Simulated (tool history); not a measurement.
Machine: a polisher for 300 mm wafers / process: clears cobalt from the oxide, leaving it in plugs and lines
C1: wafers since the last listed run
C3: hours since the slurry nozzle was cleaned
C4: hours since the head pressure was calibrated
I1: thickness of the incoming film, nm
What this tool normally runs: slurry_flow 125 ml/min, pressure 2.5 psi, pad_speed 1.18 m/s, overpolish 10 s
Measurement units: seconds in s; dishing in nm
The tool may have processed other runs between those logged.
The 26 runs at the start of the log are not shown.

{"run": 27, "hour": 1480.4, "slurry_flow": 140, "pressure": 2.5, "pad_speed": 1.18, "overpolish": 8, "C1": 1715, "wafers polished on this pad": 6619, "C3": 260.7, "C4": 433.3, "I1": 338.0, "seconds": 64.0, "dishing": 36.3}
{"hour": 1501.5, "done": "worn pad replaced by a new one"}
{"hour": 1537.7, "done": "head pressure recalibrated"}
{"run": 28, "hour": 1686.8, "slurry_flow": 90, "pressure": 3.1, "pad_speed": 1.18, "overpolish": 15, "C1": 2663, "wafers polished on this pad": 2435, "C3": 467.1, "C4": 149.1, "I1": 341.8, "seconds": 53.6, "dishing": 57.2}
{"run": 29, "hour": 1720.1, "slurry_flow": 95, "pressure": 2.5, "pad_speed": 1.18, "overpolish": 10, "C1": 442, "wafers polished on this pad": 2877, "C3": 500.4, "C4": 182.4, "I1": 339.6, "seconds": 60.8, "dishing": 42.2}
{"run": 30, "hour": 1788.6, "slurry_flow": 115, "pressure": 2.9, "pad_speed": 0.98, "overpolish": 14, "C1": 910, "wafers polished on this pad": 3788, "C3": 568.9, "C4": 250.9, "I1": 335.3, "seconds": 66.0, "dishing": 49.9}
{"run": 31, "hour": 1854.1, "slurry_flow": 125, "pressure": 2.5, "pad_speed": 1.18, "overpolish": 10, "C1": 870, "wafers polished on this pad": 4658, "C3": 634.4, "C4": 316.4, "I1": 338.1, "seconds": 60.8, "dishing": 43.5}
{"run": 32, "hour": 1888.8, "slurry_flow": 125, "pressure": 2.5, "pad_speed": 1.52, "overpolish": 10, "C1": 461, "wafers polished on this pad": 5119, "C3": 669.1, "C4": 351.1, "I1": 341.2, "seconds": 50.4, "dishing": 51.6}
{"hour": 1926.9, "done": "slurry nozzle cleaned"}
{"run": 33, "hour": 1944.5, "slurry_flow": 125, "pressure": 2.5, "pad_speed": 1.18, "overpolish": 5, "C1": 726, "wafers polished on this pad": 5846, "C3": 17.6, "C4": 406.8, "I1": 339.4, "seconds": 61.5, "dishing": 24.7}
{"run": 34, "hour": 1998.1, "slurry_flow": 125, "pressure": 2.5, "pad_speed": 1.32, "overpolish": 10, "C1": 712, "wafers polished on this pad": 6559, "C3": 71.2, "C4": 460.4, "I1": 343.8, "seconds": 58.2, "dishing": 43.4}
{"hour": 2047.2, "done": "worn pad replaced by a new one"}
{"hour": 2055.0, "done": "head pressure recalibrated"}
{"run": 35, "hour": 2060.8, "slurry_flow": 125, "pressure": 2.5, "pad_speed": 1.18, "overpolish": 10, "C1": 753, "wafers polished on this pad": 154, "C3": 133.9, "C4": 5.8, "I1": 338.5, "seconds": 56.6, "dishing": 45.6}

Branching from run 35: 3 alternative next runs. What would each branch give?
{"run": "A", "hour": 2061.2, "slurry_flow": 125, "pressure": 1.6, "pad_speed": 1.18, "overpolish": 10, "C1": 5, "wafers polished on this pad": 159, "C3": 134.3, "C4": 6.2, "I1": 335.0, "seconds": "?", "dishing": "?"}
{"run": "B", "hour": 2061.2, "slurry_flow": 125, "pressure": 2.5, "pad_speed": 1.18, "overpolish": 16, "C1": 5, "wafers polished on this pad": 159, "C3": 134.3, "C4": 6.2, "I1": 335.0, "seconds": "?", "dishing": "?"}
{"run": "C", "hour": 2061.2, "slurry_flow": 85, "pressure": 2.8, "pad_speed": 1.54, "overpolish": 13, "C1": 5, "wafers polished on this pad": 159, "C3": 134.3, "C4": 6.2, "I1": 335.0, "seconds": "?", "dishing": "?"}

run=A seconds=76.4 dishing=36.4
run=B seconds=56.5 dishing=58.9
run=C seconds=44.5 dishing=59.7
Had the tool no hidden state, the same runs would have come out as:
run=A seconds=76.0 dishing=36.6
run=B seconds=56.1 dishing=59.1
run=C seconds=44.2 dishing=59.9
